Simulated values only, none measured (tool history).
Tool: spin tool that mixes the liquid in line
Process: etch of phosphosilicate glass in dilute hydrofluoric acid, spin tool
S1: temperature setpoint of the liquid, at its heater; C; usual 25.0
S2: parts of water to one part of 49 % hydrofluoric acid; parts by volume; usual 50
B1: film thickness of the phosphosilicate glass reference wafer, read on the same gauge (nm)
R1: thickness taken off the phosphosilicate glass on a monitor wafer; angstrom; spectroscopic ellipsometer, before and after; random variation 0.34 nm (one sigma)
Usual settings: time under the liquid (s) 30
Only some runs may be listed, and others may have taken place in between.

{"run": 1, "hour": 0.0, "S1": 25.0, "S2": 50, "time under the liquid (s)": 25, "B1": 140.0, "R1": 546.3}
{"run": 2, "hour": 20.1, "S1": 25.0, "S2": 50, "time under the liquid (s)": 30, "B1": 139.99, "R1": 648.7}
{"hour": 31.6, "done": "gauge calibrated"}
{"run": 3, "hour": 36.9, "S1": 25.0, "S2": 50, "time under the liquid (s)": 30, "B1": 140.02, "R1": 650.7}
{"run": 4, "hour": 63.8, "S1": 25.0, "S2": 50, "time under the liquid (s)": 30, "B1": 139.98, "R1": 662.8}
{"run": 5, "hour": 87.9, "S1": 25.0, "S2": 50, "time under the liquid (s)": 30, "B1": 140.01, "R1": 658.2}
{"hour": 91.7, "done": "hydrofluoric acid flow meter replaced"}
{"run": 6, "hour": 103.9, "S1": 25.0, "S2": 50, "time under the liquid (s)": 30, "B1": 140.0, "R1": 609.6}
{"run": 7, "hour": 120.9, "S1": 25.0, "S2": 50, "time under the liquid (s)": 30, "B1": 140.0, "R1": 610.5}
{"run": 8, "hour": 139.3, "S1": 25.0, "S2": 50, "time under the liquid (s)": 30, "B1": 140.0, "R1": 609.1}
{"run": 9, "hour": 153.5, "S1": 25.0, "S2": 50, "time under the liquid (s)": 30, "B1": 140.0, "R1": 609.5}
{"hour": 156.9, "done": "thermometer replaced"}
{"run": 10, "hour": 171.0, "S1": 25.0, "S2": 50, "time under the liquid (s)": 45, "B1": 139.99, "R1": 923.4}
{"run": 11, "hour": 191.0, "S1": 25.0, "S2": 70, "time under the liquid (s)": 30, "B1": 139.99, "R1": 428.8}
{"run": 12, "hour": 216.5, "S1": 25.0, "S2": 50, "time under the liquid (s)": 30, "B1": 140.0, "R1": 614.5}
{"run": 13, "hour": 233.2, "S1": 25.0, "S2": 50, "time under the liquid (s)": 40, "B1": 140.01, "R1": 827.2}
{"run": 14, "hour": 249.2, "S1": 23.0, "S2": 50, "time under the liquid (s)": 20, "B1": 139.98, "R1": 381.1}
{"run": 15, "hour": 261.3, "S1": 21.5, "S2": 50, "time under the liquid (s)": 30, "B1": 140.0, "R1": 541.4}
{"run": 16, "hour": 291.0, "S1": 25.0, "S2": 35, "time under the liquid (s)": 30, "B1": 140.01, "R1": 916.3}
{"run": 17, "hour": 308.5, "S1": 22.5, "S2": 35, "time under the liquid (s)": 20, "B1": 139.97, "R1": 550.1}
{"run": 18, "hour": 339.0, "S1": 23.5, "S2": 60, "time under the liquid (s)": 30, "B1": 140.02, "R1": 486.9}
{"run": 19, "hour": 359.9, "S1": 25.0, "S2": 45, "time under the liquid (s)": 30, "B1": 140.01, "R1": 702.0}

What does the tool deliver on the next run?
{"run": 20, "hour": 395.1, "S1": 22.5, "S2": 25, "time under the liquid (s)": 20, "B1": "?", "R1": "?"}

B1: 140.02
R1: 787.5 angstrom
Were there no unlogged condition in the tool, this run, its random variation unchanged, would have produced R1 760.2 angstrom.
